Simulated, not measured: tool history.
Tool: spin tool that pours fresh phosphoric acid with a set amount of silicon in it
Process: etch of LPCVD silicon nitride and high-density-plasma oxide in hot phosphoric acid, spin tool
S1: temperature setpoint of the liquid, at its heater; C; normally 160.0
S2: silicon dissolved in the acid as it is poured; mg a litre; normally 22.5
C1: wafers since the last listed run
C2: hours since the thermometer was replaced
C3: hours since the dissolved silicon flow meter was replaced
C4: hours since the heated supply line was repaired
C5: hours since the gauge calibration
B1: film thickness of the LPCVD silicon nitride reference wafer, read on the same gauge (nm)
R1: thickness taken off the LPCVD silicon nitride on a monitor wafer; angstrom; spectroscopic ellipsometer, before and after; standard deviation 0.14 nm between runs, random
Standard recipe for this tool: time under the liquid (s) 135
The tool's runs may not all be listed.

Run 1, hour 0.0: usual settings but S1 162.0 C, S2 39.0 mg a litre, time under the liquid (s) 185; C1 0; C2 2145.9; C3 443.9; C4 269.1; C5 509.6; B1 150.01. Result: R1 222.0 angstrom.
At hour 62.0: dissolved silicon flow meter replaced.
Run 2, hour 72.0: usual settings but time under the liquid (s) 195; C1 671; C2 2217.9; C3 10.0; C4 341.1; C5 581.6; B1 149.99. Result: R1 215.4 angstrom.
Run 3, hour 115.7: usual settings but time under the liquid (s) 100; C1 413; C2 2261.6; C3 53.7; C4 384.8; C5 625.3; B1 150.01. Result: R1 112.2 angstrom.
Run 4, hour 141.8: usual settings; C1 246; C2 2287.7; C3 79.8; C4 410.9; C5 651.4; B1 150.01. Result: R1 151.2 angstrom.
Run 5, hour 173.5: usual settings but S1 158.5 C, S2 8.5 mg a litre, time under the liquid (s) 170; C1 299; C2 2319.4; C3 111.5; C4 442.6; C5 683.1; B1 150.00. Result: R1 182.1 angstrom.
Run 6, hour 202.7: usual settings but S1 161.5 C; C1 276; C2 2348.6; C3 140.7; C4 471.8; C5 712.3; B1 150.01. Result: R1 156.3 angstrom.
At hour 230.0: thermometer replaced.
Run 7, hour 272.8: usual settings but S2 5.0 mg a litre, time under the liquid (s) 105; C1 653; C2 42.8; C3 210.8; C4 541.9; C5 782.4; B1 150.00. Result: R1 110.7 angstrom.
Run 8, hour 300.0: usual settings but S1 157.0 C, time under the liquid (s) 110; C1 257; C2 70.0; C3 238.0; C4 569.1; C5 809.6; B1 149.99. Result: R1 106.5 angstrom.
Run 9, hour 371.4: usual settings but S1 157.5 C, time under the liquid (s) 195; C1 674; C2 141.4; C3 309.4; C4 640.5; C5 881.0; B1 149.98. Result: R1 189.5 angstrom.
Run 10, hour 430.9: usual settings but S1 157.5 C, S2 5.5 mg a litre; C1 562; C2 200.9; C3 368.9; C4 700.0; C5 940.5; B1 150.01. Result: R1 131.4 angstrom.
Run 11, hour 456.9: usual settings but S2 12.5 mg a litre, time under the liquid (s) 55; C1 245; C2 226.9; C3 394.9; C4 726.0; C5 966.5; B1 149.98. Result: R1 58.3 angstrom.
At hour 493.0: heated supply line repaired.
Run 12, hour 548.5: usual settings but S1 162.5 C, S2 34.5 mg a litre, time under the liquid (s) 195; C1 856; C2 318.5; C3 486.5; C4 55.5; C5 1058.1; B1 150.01. Result: R1 226.2 angstrom.
At hour 585.8: dissolved silicon flow meter replaced.
Run 13, hour 610.4: usual settings but S1 163.0 C, S2 33.0 mg a litre, time under the liquid (s) 100; C1 575; C2 380.4; C3 24.6; C4 117.4; C5 1120.0; B1 149.99. Result: R1 118.8 angstrom.
Run 14, hour 641.7: usual settings but S1 158.5 C, S2 15.5 mg a litre; C1 295; C2 411.7; C3 55.9; C4 148.7; C5 1151.3; B1 149.98. Result: R1 136.0 angstrom.
Run 15, hour 706.4: usual settings but S1 158.0 C, time under the liquid (s) 170; C1 611; C2 476.4; C3 120.6; C4 213.4; C5 1216.0; B1 150.01. Result: R1 170.5 angstrom.
Run 16, hour 869.7: usual settings; C1 1543; C2 639.7; C3 283.9; C4 376.7; C5 1379.3; B1 150.00. Result: R1 143.5 angstrom.

Run 17 is up next; what results do you expect?
Run 17, hour 893.7: usual settings but S1 159.0 C, time under the liquid (s) 60; C1 226; C2 663.7; C3 307.9; C4 400.7; C5 1403.3; B1 ?. Result: R1 ?.

Logged for run 17: B1 150.00, R1 62.5 angstrom.
With no hidden state in the tool, this same run would have given R1 61.0 angstrom.

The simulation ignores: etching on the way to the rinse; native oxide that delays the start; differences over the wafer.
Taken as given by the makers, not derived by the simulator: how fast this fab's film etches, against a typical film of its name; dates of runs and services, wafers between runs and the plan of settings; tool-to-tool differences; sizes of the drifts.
